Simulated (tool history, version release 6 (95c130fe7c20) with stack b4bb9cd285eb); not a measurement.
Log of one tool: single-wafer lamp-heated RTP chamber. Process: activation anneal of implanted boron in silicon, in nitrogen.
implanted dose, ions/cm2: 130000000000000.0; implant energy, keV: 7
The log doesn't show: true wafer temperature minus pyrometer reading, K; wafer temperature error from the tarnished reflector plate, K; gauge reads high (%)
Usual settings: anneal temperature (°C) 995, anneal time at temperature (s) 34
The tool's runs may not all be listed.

run	hour	anneal temperature (°C)	anneal time at temperature (s)	wafers since the last listed run	wafers since the last pyrometer calibration	wafers since the reflector plate was cleaned	hours since the gauge calibration	read-back reference wafer on the same gauge, sheet resistance	sheet resistance of the implanted and annealed layer (ohm/square)
1	0.0	982	34	0	743	902	332.5	587.70	719.24
2	57.2	995	34	967	1711	1869	389.7	588.21	716.19
3	97.2	982	40	676	2387	2545	429.7	588.46	716.42
# hour 128.0: pyrometer window cleaned and pyrometer calibrated
4	155.5	982	40	850	465	3396	488.0	588.77	719.15
# hour 166.1: reflector plate cleaned
5	253.8	995	34	1527	1992	1483	586.3	589.00	716.57
# hour 324.2: pyrometer window cleaned and pyrometer calibrated
6	359.5	995	34	1652	596	3135	692.0	589.41	716.32
# hour 401.2: reflector plate cleaned
7	441.3	995	34	1247	1844	678	773.8	589.48	716.15
8	479.9	1024	15	652	2496	1330	812.4	589.57	715.26
# hour 542.8: pyrometer window cleaned and pyrometer calibrated
9	564.8	995	34	1300	372	2631	897.3	589.85	719.88
# hour 627.8: reflector plate cleaned
# hour 629.0: gauge calibrated
10	640.8	980	34	1149	1522	219	11.8	582.65	711.90
11	699.4	1023	14	990	2513	1210	70.4	583.92	709.53
# hour 713.9: pyrometer window cleaned and pyrometer calibrated
12	774.3	1023	25	1131	1021	2341	145.3	585.52	708.00
# hour 858.6: reflector plate cleaned
13	862.2	973	18	1351	2372	60	233.2	586.25	727.40
# hour 900.4: pyrometer window cleaned and pyrometer calibrated
14	904.6	987	34	581	71	642	275.6	586.82	714.49
15	969.4	986	50	1095	1167	1738	340.4	587.46	713.60

What the log doesn't show, run by run:
true wafer temperature minus pyrometer reading, K: 0 in every run
wafer temperature error from the tarnished reflector plate, K: 0 in every run
H1: gauge reads high (%)
run	H1
1	1
2	1.07
3	1.12
4	1.17
5	1.24
6	1.29
7	1.32
8	1.33
9	1.35
10	0.111
11	0.332
12	0.556
13	0.755
14	0.831
15	0.928

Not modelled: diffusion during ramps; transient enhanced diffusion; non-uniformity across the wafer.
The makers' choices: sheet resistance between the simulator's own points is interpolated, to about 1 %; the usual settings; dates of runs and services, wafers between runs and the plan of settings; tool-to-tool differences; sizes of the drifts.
